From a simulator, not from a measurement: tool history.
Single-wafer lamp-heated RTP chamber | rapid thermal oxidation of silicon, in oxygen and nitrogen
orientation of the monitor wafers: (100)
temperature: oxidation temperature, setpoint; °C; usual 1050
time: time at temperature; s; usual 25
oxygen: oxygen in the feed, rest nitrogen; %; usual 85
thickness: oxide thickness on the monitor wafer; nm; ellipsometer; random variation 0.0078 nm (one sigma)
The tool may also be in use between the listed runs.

run	hour	temperature	time	oxygen	wafers since the last listed run	wafers since the last pyrometer calibration	hours since the oxygen flow controller was replaced	hours since the gauge calibration	read-back reference wafer on the same gauge, thickness	thickness
1	0	1064	25	85	0	2645	1567.6	254.6	5.41	5.693
2	36.1	1050	25	85	281	2926	1603.7	290.7	5.409	5.204
3	91.2	1050	25	85	430	3357	1658.8	345.8	5.408	5.185
4	162.4	1050	25	85	556	3913	1730	417	5.41	5.193
5	209	1050	25	85	363	4277	1776.6	463.6	5.409	5.198
6	247.3	1050	25	85	299	4576	1814.9	501.9	5.411	5.188
7	302.7	1050	25	85	432	5008	1870.3	557.3	5.411	5.206
8	366.9	1050	25	85	501	5510	1934.5	621.5	5.408	5.219
9	417.1	1050	28	77	392	5902	1984.7	671.7	5.41	5.292
10	443.9	1050	28	77	209	6111	2011.5	698.5	5.411	5.289
11	484.4	1050	25	85	316	6427	2052	739	5.409	5.215
12	534.8	1050	25	85	393	6821	2102.4	789.4	5.411	5.226
13	598.5	1050	25	85	497	7318	2166.1	853.1	5.41	5.229
14	661.1	1050	25	85	488	7807	2228.7	915.7	5.409	5.232
# hour 673: oxygen flow controller replaced
15	712.9	1068	25	85	342	8149	39.9	967.5	5.41	5.913
16	744.1	1050	25	96	243	8393	71.1	998.7	5.41	5.494
# hour 806.7: pyrometer window cleaned and pyrometer calibrated
17	807.3	1050	25	85	431	4	134.3	1061.9	5.408	5.194
18	840.6	1064	25	85	260	264	167.6	1095.2	5.41	5.685
19	909.6	1021	32	67	538	803	236.6	1164.2	5.409	4.353
20	977.5	1050	25	98	530	1333	304.5	1232.1	5.411	5.466
21	1030.2	1050	25	70	411	1745	357.2	1284.8	5.41	4.856
22	1068.5	1026	25	98	299	2044	395.5	1323.1	5.41	4.635
23	1103.1	1071	33	67	270	2314	430.1	1357.7	5.41	6.19
24	1171.7	1050	25	85	535	2850	498.7	1426.3	5.411	5.195
25	1287.9	1050	25	85	907	3757	614.9	1542.5	5.412	5.204
# hour 1334: gauge calibrated
26	1342.4	1036	34	68	425	4183	669.4	8.4	5.411	4.994
27	1399	1050	13	85	441	4625	726	65	5.411	4.03
28	1440.9	1028	25	85	327	4952	767.9	106.9	5.41	4.494
29	1487.4	1050	30	85	363	5315	814.4	153.4	5.41	5.613
30	1545.4	1050	25	85	452	5768	872.4	211.4	5.411	5.221
31	1616.1	1020	17	85	552	6320	943.1	282.1	5.409	3.662
32	1653	1050	25	85	288	6608	980	319	5.411	5.227
33	1699.3	1059	29	85	361	6970	1026.3	365.3	5.41	5.927
# hour 1766.2: pyrometer window cleaned and pyrometer calibrated
34	1836.9	1042	13	98	1012	551	1163.9	502.9	5.41	3.985
35	1908.2	1050	25	85	556	1108	1235.2	574.2	5.41	5.183

Forecast each of these 3 alternatives for the next run:
A	1908.6	1022	25	85	3	1111	1235.6	574.6	?	?
B	1908.6	1050	20	98	3	1111	1235.6	574.6	?	?
C	1908.6	1050	34	98	3	1111	1235.6	574.6	?	?

run	read-back reference wafer on the same gauge, thickness	thickness
A	5.41	4.297
B	5.41	4.978
C	5.41	6.222
Without the tool's hidden state the same runs would have given:
run	thickness
A	4.284
B	4.964
C	6.204
